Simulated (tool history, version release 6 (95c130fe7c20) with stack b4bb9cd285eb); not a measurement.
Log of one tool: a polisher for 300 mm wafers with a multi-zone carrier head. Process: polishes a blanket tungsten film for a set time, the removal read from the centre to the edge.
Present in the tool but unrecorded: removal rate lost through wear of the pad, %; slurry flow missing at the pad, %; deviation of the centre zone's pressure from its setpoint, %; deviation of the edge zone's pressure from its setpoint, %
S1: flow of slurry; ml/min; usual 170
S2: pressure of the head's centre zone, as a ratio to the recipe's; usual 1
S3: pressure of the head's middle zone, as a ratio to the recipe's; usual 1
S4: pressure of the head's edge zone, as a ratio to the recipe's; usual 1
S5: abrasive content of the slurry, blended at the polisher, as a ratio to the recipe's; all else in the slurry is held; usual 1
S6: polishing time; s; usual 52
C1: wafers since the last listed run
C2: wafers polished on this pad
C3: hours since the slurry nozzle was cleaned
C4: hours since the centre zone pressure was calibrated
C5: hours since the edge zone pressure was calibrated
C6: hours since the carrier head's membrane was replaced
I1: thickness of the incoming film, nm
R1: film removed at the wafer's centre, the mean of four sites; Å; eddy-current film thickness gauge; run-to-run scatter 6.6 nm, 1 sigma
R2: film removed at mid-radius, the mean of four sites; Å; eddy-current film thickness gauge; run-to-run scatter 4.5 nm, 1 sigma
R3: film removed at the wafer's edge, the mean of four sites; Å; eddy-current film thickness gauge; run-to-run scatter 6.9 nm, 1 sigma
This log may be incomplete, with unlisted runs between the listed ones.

{"run": 1, "hour": 0.0, "S1": 185, "S2": 1, "S3": 1, "S4": 1, "S5": 1, "S6": 52, "C1": 0, "C2": 3353, "C3": 556.1, "C4": 127.6, "C5": 1337.4, "C6": 38.9, "I1": 1104.8, "R1": 4069, "R2": 4108, "R3": 4142}
{"run": 2, "hour": 71.8, "S1": 185, "S2": 1, "S3": 1, "S4": 1, "S5": 1, "S6": 52, "C1": 842, "C2": 4196, "C3": 627.9, "C4": 199.4, "C5": 1409.2, "C6": 110.7, "I1": 1117.7, "R1": 4042, "R2": 4108, "R3": 4095}
{"run": 3, "hour": 103.8, "S1": 170, "S2": 1.03, "S3": 1, "S4": 1, "S5": 1, "S6": 52, "C1": 375, "C2": 4572, "C3": 659.9, "C4": 231.4, "C5": 1441.2, "C6": 142.7, "I1": 1107.4, "R1": 4169, "R2": 4016, "R3": 4156}
{"hour": 123.0, "done": "worn pad replaced by a new one"}
{"hour": 133.0, "done": "edge zone pressure recalibrated"}
{"run": 4, "hour": 135.3, "S1": 170, "S2": 1.03, "S3": 1, "S4": 1, "S5": 1, "S6": 52, "C1": 299, "C2": 120, "C3": 691.4, "C4": 262.9, "C5": 2.3, "C6": 174.2, "I1": 1093.4, "R1": 4619, "R2": 4547, "R3": 4696}
{"hour": 175.5, "done": "slurry nozzle cleaned"}
{"run": 5, "hour": 182.2, "S1": 135, "S2": 1, "S3": 1, "S4": 1.06, "S5": 1, "S6": 52, "C1": 538, "C2": 659, "C3": 6.7, "C4": 309.8, "C5": 49.2, "C6": 221.1, "I1": 1099.4, "R1": 4302, "R2": 4231, "R3": 4448}
{"hour": 212.1, "done": "centre zone pressure recalibrated"}
{"run": 6, "hour": 230.1, "S1": 170, "S2": 1, "S3": 1, "S4": 1, "S5": 1, "S6": 52, "C1": 538, "C2": 1198, "C3": 54.6, "C4": 18, "C5": 97.1, "C6": 269, "I1": 1106.6, "R1": 4227, "R2": 4222, "R3": 4252}
{"run": 7, "hour": 263.8, "S1": 170, "S2": 1, "S3": 1, "S4": 1, "S5": 1, "S6": 52, "C1": 395, "C2": 1593, "C3": 88.3, "C4": 51.7, "C5": 130.8, "C6": 302.7, "I1": 1097.9, "R1": 4235, "R2": 4189, "R3": 4308}
{"run": 8, "hour": 306.0, "S1": 225, "S2": 1, "S3": 1, "S4": 1, "S5": 1, "S6": 52, "C1": 495, "C2": 2089, "C3": 130.5, "C4": 93.9, "C5": 173, "C6": 344.9, "I1": 1118.5, "R1": 4437, "R2": 4415, "R3": 4413}
{"run": 9, "hour": 403.3, "S1": 170, "S2": 1, "S3": 1, "S4": 1, "S5": 1, "S6": 52, "C1": 1142, "C2": 3231, "C3": 227.8, "C4": 191.2, "C5": 270.3, "C6": 442.2, "I1": 1100.4, "R1": 4094, "R2": 4028, "R3": 4205}
{"hour": 445.3, "done": "worn pad replaced by a new one"}
{"run": 10, "hour": 458.4, "S1": 170, "S2": 1, "S3": 1, "S4": 1, "S5": 1, "S6": 64, "C1": 599, "C2": 153, "C3": 282.9, "C4": 246.3, "C5": 325.4, "C6": 497.3, "I1": 1112.9, "R1": 5544, "R2": 5549, "R3": 5731}
{"run": 11, "hour": 513.0, "S1": 170, "S2": 1, "S3": 1, "S4": 1, "S5": 1, "S6": 52, "C1": 640, "C2": 794, "C3": 337.5, "C4": 300.9, "C5": 380, "C6": 551.9, "I1": 1096.5, "R1": 4363, "R2": 4295, "R3": 4396}
{"run": 12, "hour": 567.5, "S1": 170, "S2": 1, "S3": 1, "S4": 1, "S5": 1, "S6": 52, "C1": 639, "C2": 1434, "C3": 392, "C4": 355.4, "C5": 434.5, "C6": 606.4, "I1": 1132.7, "R1": 4224, "R2": 4204, "R3": 4456}
{"run": 13, "hour": 593.0, "S1": 170, "S2": 1, "S3": 1, "S4": 1, "S5": 0.85, "S6": 52, "C1": 299, "C2": 1733, "C3": 417.5, "C4": 380.9, "C5": 460, "C6": 631.9, "I1": 1099.9, "R1": 3992, "R2": 4033, "R3": 4149}
{"run": 14, "hour": 636.2, "S1": 125, "S2": 1, "S3": 1, "S4": 0.89, "S5": 1, "S6": 52, "C1": 507, "C2": 2240, "C3": 460.7, "C4": 424.1, "C5": 503.2, "C6": 675.1, "I1": 1129.5, "R1": 3879, "R2": 3823, "R3": 3990}
{"hour": 640.8, "done": "centre zone pressure recalibrated"}
{"run": 15, "hour": 786.5, "S1": 170, "S2": 1, "S3": 1, "S4": 1, "S5": 1, "S6": 52, "C1": 1740, "C2": 3981, "C3": 611, "C4": 145.7, "C5": 653.5, "C6": 825.4, "I1": 1128.3, "R1": 3948, "R2": 4000, "R3": 4123}
{"hour": 804.5, "done": "worn pad replaced by a new one"}
{"run": 16, "hour": 825.2, "S1": 130, "S2": 1.1, "S3": 1, "S4": 1, "S5": 1, "S6": 52, "C1": 407, "C2": 243, "C3": 649.7, "C4": 184.4, "C5": 692.2, "C6": 864.1, "I1": 1106.5, "R1": 4512, "R2": 4238, "R3": 4545}
{"run": 17, "hour": 881.0, "S1": 170, "S2": 1, "S3": 0.92, "S4": 1, "S5": 1.15, "S6": 52, "C1": 654, "C2": 898, "C3": 705.5, "C4": 240.2, "C5": 748, "C6": 919.9, "I1": 1090.4, "R1": 4522, "R2": 4122, "R3": 4641}
{"hour": 902.4, "done": "slurry nozzle cleaned"}
{"run": 18, "hour": 923.3, "S1": 135, "S2": 1, "S3": 1, "S4": 1, "S5": 0.9, "S6": 69, "C1": 484, "C2": 1383, "C3": 20.9, "C4": 282.5, "C5": 790.3, "C6": 962.2, "I1": 1108.4, "R1": 5108, "R2": 5133, "R3": 5483}
{"run": 19, "hour": 976.5, "S1": 170, "S2": 1, "S3": 1, "S4": 1, "S5": 1, "S6": 52, "C1": 624, "C2": 2007, "C3": 74.1, "C4": 335.7, "C5": 843.5, "C6": 1015.4, "I1": 1106.3, "R1": 3983, "R2": 4064, "R3": 4193}
{"run": 20, "hour": 1029.3, "S1": 120, "S2": 1, "S3": 1, "S4": 0.96, "S5": 0.9, "S6": 52, "C1": 619, "C2": 2627, "C3": 126.9, "C4": 388.5, "C5": 896.3, "C6": 1068.2, "I1": 1122.8, "R1": 3678, "R2": 3677, "R3": 3890}
{"hour": 1038.1, "done": "centre zone pressure recalibrated"}
{"run": 21, "hour": 1112.0, "S1": 170, "S2": 1.08, "S3": 1, "S4": 1, "S5": 1, "S6": 60, "C1": 947, "C2": 3574, "C3": 209.6, "C4": 73.9, "C5": 979, "C6": 1150.9, "I1": 1098.2, "R1": 4775, "R2": 4526, "R3": 4794}
{"run": 22, "hour": 1175.2, "S1": 205, "S2": 1.04, "S3": 1, "S4": 1, "S5": 1, "S6": 42, "C1": 741, "C2": 4316, "C3": 272.8, "C4": 137.1, "C5": 1042.2, "C6": 1214.1, "I1": 1116.8, "R1": 3384, "R2": 3319, "R3": 3333}

Give the tool's hidden conditions for every run:
slurry flow missing at the pad, %: 0 in every run
deviation of the centre zone's pressure from its setpoint, %: 0 in every run
deviation of the edge zone's pressure from its setpoint, %: 0 in every run
H1: removal rate lost through wear of the pad, %
run=1 H1=12.1
run=2 H1=12.6
run=3 H1=12.8
run=4 H1=1.4
run=5 H1=5.02
run=6 H1=7.54
run=7 H1=8.8
run=8 H1=9.97
run=9 H1=11.5
run=10 H1=2.11
run=11 H1=6.18
run=12 H1=8.79
run=13 H1=9.66
run=14 H1=10.8
run=15 H1=12.7
run=16 H1=3.67
run=17 H1=7.56
run=18 H1=9.53
run=19 H1=11.2
run=20 H1=12.3
run=21 H1=13.3
run=22 H1=13.7
